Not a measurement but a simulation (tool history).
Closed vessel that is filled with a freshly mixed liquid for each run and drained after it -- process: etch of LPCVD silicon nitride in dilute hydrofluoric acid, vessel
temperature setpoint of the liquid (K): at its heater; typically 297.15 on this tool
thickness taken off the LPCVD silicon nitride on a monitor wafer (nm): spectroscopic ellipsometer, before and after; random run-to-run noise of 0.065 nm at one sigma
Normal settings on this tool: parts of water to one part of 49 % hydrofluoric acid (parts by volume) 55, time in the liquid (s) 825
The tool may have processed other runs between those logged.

| run | hour | temperature setpoint of the liquid (K) | parts of water to one part of 49 % hydrofluoric acid (parts by volume) | time in the liquid (s) | read-back film thickness of the LPCVD silicon nitride reference wafer, read on the same gauge (nm) | thickness taken off the LPCVD silicon nitride on a monitor wafer (nm) |
|---|---|---|---|---|---|---|
| 1 | 0.0 | 297.15 | 55 | 825 | 140.02 | 7.67 |
| 2 | 25.2 | 297.15 | 55 | 825 | 140.03 | 7.64 |
| 3 | 54.0 | 297.15 | 55 | 825 | 140.04 | 7.71 |
| 4 | 101.3 | 297.15 | 55 | 825 | 139.98 | 7.57 |
|  | 124.4 | thermometer replaced |
| 5 | 156.7 | 297.15 | 55 | 825 | 140.01 | 7.56 |
| 6 | 184.7 | 297.15 | 45 | 825 | 140.03 | 9.41 |
| 7 | 220.5 | 297.15 | 55 | 825 | 139.96 | 7.75 |
| 8 | 285.3 | 297.15 | 55 | 825 | 140.00 | 7.74 |
| 9 | 355.4 | 297.15 | 65 | 825 | 140.05 | 6.57 |
| 10 | 407.4 | 297.15 | 55 | 825 | 139.97 | 7.76 |
| 11 | 541.1 | 297.15 | 80 | 825 | 140.07 | 5.35 |
| 12 | 580.2 | 297.15 | 55 | 825 | 140.00 | 7.83 |
| 13 | 616.9 | 301.65 | 75 | 375 | 139.98 | 3.51 |
| 14 | 653.9 | 297.15 | 55 | 410 | 140.05 | 3.95 |
| 15 | 702.8 | 297.15 | 55 | 825 | 140.00 | 7.80 |
| 16 | 772.9 | 297.15 | 55 | 980 | 140.02 | 9.12 |
|  | 777.4 | hydrofluoric acid flow meter replaced |
| 17 | 839.2 | 293.15 | 30 | 825 | 140.00 | 10.26 |
| 18 | 891.1 | 297.15 | 45 | 1220 | 139.95 | 13.79 |
| 19 | 932.5 | 297.15 | 55 | 825 | 140.00 | 7.59 |
| 20 | 1147.4 | 299.65 | 55 | 825 | 139.99 | 9.03 |
| 21 | 1197.6 | 293.65 | 40 | 1055 | 139.99 | 10.67 |
|  | 1225.0 | gauge calibrated |
| 22 | 1237.9 | 295.65 | 75 | 345 | 139.94 | 2.14 |
| 23 | 1292.0 | 295.65 | 70 | 825 | 139.99 | 5.55 |
| 24 | 1340.6 | 295.15 | 80 | 1190 | 140.04 | 6.65 |
|  | 1402.9 | thermometer replaced |
| 25 | 1410.0 | 297.15 | 75 | 825 | 140.05 | 5.76 |
| 26 | 1474.0 | 297.15 | 55 | 825 | 139.99 | 7.76 |
| 27 | 1529.0 | 297.15 | 55 | 825 | 140.00 | 7.77 |
| 28 | 1586.9 | 297.15 | 55 | 825 | 140.01 | 7.81 |
|  | 1634.7 | hydrofluoric acid flow meter replaced |
| 29 | 1645.5 | 301.15 | 85 | 825 | 140.00 | 6.54 |
| 30 | 1709.0 | 302.15 | 55 | 825 | 139.95 | 10.70 |
| 31 | 1765.1 | 293.65 | 65 | 825 | 139.98 | 5.13 |
| 32 | 1806.8 | 297.15 | 55 | 1005 | 140.02 | 9.38 |

State the hidden condition of the tool at each of the runs:
liquid hotter than its thermometer reads (K): 0 in every run
gauge reads high (%): 0 in every run
H1: hydrofluoric acid flow above the setpoint (%)
| run | H1 |
|---|---|
| 1 | 0.493 |
| 2 | 0.607 |
| 3 | 0.738 |
| 4 | 0.952 |
| 5 | 1.2 |
| 6 | 1.33 |
| 7 | 1.49 |
| 8 | 1.79 |
| 9 | 2.11 |
| 10 | 2.34 |
| 11 | 2.95 |
| 12 | 3.13 |
| 13 | 3.29 |
| 14 | 3.46 |
| 15 | 3.68 |
| 16 | 4 |
| 17 | 0.312 |
| 18 | 0.548 |
| 19 | 0.736 |
| 20 | 1.71 |
| 21 | 1.94 |
| 22 | 2.12 |
| 23 | 2.37 |
| 24 | 2.59 |
| 25 | 2.9 |
| 26 | 3.19 |
| 27 | 3.44 |
| 28 | 3.71 |
| 29 | 0.755 |
| 30 | 1.04 |
| 31 | 1.3 |
| 32 | 1.49 |
